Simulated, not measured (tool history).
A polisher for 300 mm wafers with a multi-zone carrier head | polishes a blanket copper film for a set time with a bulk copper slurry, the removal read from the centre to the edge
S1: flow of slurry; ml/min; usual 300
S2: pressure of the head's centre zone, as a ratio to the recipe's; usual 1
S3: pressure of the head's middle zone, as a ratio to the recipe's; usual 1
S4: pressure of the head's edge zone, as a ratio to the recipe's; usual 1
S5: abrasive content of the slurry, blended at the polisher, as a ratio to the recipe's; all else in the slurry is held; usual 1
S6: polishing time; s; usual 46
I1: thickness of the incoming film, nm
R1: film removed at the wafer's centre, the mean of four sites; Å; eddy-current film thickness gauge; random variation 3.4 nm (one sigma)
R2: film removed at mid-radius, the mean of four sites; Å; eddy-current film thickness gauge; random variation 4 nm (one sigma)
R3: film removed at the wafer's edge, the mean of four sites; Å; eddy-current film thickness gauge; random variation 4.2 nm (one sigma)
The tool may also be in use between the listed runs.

run	day	S1	S2	S3	S4	S5	S6	I1	R1	R2	R3
1	0	215	1	1	1	0.8	46	3450.1	2202	2575	2581
2	2.062	215	1	1	1	0.8	46	3425.5	2179	2616	2585
3	3.912	300	1	1	1	1	57	3452	2948	3455	3490
4	5.488	300	1	1.09	0.96	1	46	3492.5	2342	3033	2747
# day 6.575: slurry nozzle cleaned
5	8.188	300	1	1	1	1	46	3519.7	2334	2878	2856
# day 8.758: carrier head's membrane replaced by a new one
# day 9.967: worn pad replaced by a new one
6	9.988	300	1.09	1	0.89	0.75	46	3508.7	2407	2681	2451
# day 10.971: centre zone pressure recalibrated, repeated, since the last time left the tool worse
7	12.767	300	1	1.03	0.88	1	46	3492.2	2754	2938	2672
8	15.646	300	1	1	1.08	1	46	3487.6	2802	2813	2964
9	18.617	300	1	1	1	1	46	3495	2715	2926	2847
10	20.346	395	1	0.97	1	0.8	34	3456.1	1963	1983	2010
11	21.721	375	1	1	1.08	1.15	46	3474.2	2925	2994	3152
12	23.508	395	1	0.97	1	0.8	34	3437.4	1919	1919	2060
13	25.188	395	1	1	1.06	1.2	35	3482.6	2212	2322	2395
# day 26.45: slurry nozzle cleaned
14	26.467	300	1	1.11	0.94	1	46	3518.1	2677	3009	2783
15	29.317	300	1	1.03	0.88	1	46	3481	2685	2868	2777

Forecast run 16:
# day 29.821: worn pad replaced by a new one
16	32.229	300	1.06	1	1	1	46	3401.1	?	?	?

Run 16 gave R1 2803 Å, R2 2845 Å, R3 2912 Å.
Without the tool's hidden state the same run would have given R1 2941 Å, R2 2844 Å, R3 2912 Å.
